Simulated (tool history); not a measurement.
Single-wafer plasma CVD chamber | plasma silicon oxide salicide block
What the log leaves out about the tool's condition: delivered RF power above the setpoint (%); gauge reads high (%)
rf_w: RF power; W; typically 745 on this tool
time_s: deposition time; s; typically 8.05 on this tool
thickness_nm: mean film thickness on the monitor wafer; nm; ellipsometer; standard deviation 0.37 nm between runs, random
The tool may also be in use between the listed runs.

run,day,rf_w,time_s,wafers since the last listed run,hours since the last RF generator calibration,hours since the showerhead was replaced,hours since the gauge calibration,"read-back reference wafer on the same gauge, thickness_nm",thickness_nm
1,0,745,8.05,0,677.2,7236,304.2,92.093,85.142
2,2.808,745,8.05,3093,744.6,7303.4,371.6,92.056,85.108
3,4.354,745,8.05,1702,781.7,7340.5,408.7,92.13,85.524
4,6.55,745,8.05,2418,834.4,7393.2,461.4,92.016,85.361
5,9.908,745,8.05,3699,915,7473.8,542,92.096,85.248
6,13.633,745,8.05,4103,1004.4,7563.2,631.4,92.174,85.33
7,17.546,745,8.05,4309,1098.3,7657.1,725.3,92.106,84.455
8,21.65,745,8.05,4521,1196.8,7755.6,823.8,92.121,84.722
9,24.958,745,8.05,3644,1276.2,7835,903.2,92.06,85.679
10,27.55,840,8.05,2854,1338.4,7897.2,965.4,91.971,87.816
11,29.546,745,9.21,2198,1386.3,7945.1,1013.3,92.048,96.929
# day 36.754: RF generator calibrated
12,39.775,745,9.21,10900,72.5,8190.6,1258.8,92.108,97.705
13,43.704,745,9.21,4328,166.8,8284.9,1353.1,92.146,97.276
# day 45.283: gauge calibrated
14,47.517,745,8.05,4199,258.3,8376.4,53.6,92.101,84.757
# day 48.525: showerhead replaced
15,49.942,745,7.57,2304,316.5,34,111.8,92.046,80.024
16,51.996,615,7.47,2262,365.8,83.3,161.1,92.078,74.447
17,55.075,705,8.48,3391,439.7,157.2,235,92.044,88.001
18,58.946,650,6.78,4264,532.6,250.1,327.9,92.043,69.091
19,60.825,745,8.05,2070,577.7,295.2,373,92.046,85.043
20,64.304,830,6.66,3832,661.2,378.7,456.5,92.034,72.56
21,68.729,745,8.05,4874,767.4,484.9,562.7,92,84.966
22,70.508,745,8.05,1959,810.1,527.6,605.4,92.205,85.272
23,74.958,745,8.05,4902,916.9,634.4,712.2,92.126,84.581

Run 24 is up next; what results do you expect?
24,77.138,880,8.05,2400,969.2,686.7,764.5,?,?

{"run 24": {"read-back reference wafer on the same gauge, thickness_nm": 92.025, "thickness_nm": 89.194}}
With the hidden condition absent and the run-to-run variation left alone, this run would have shown thickness_nm 89.194 nm.
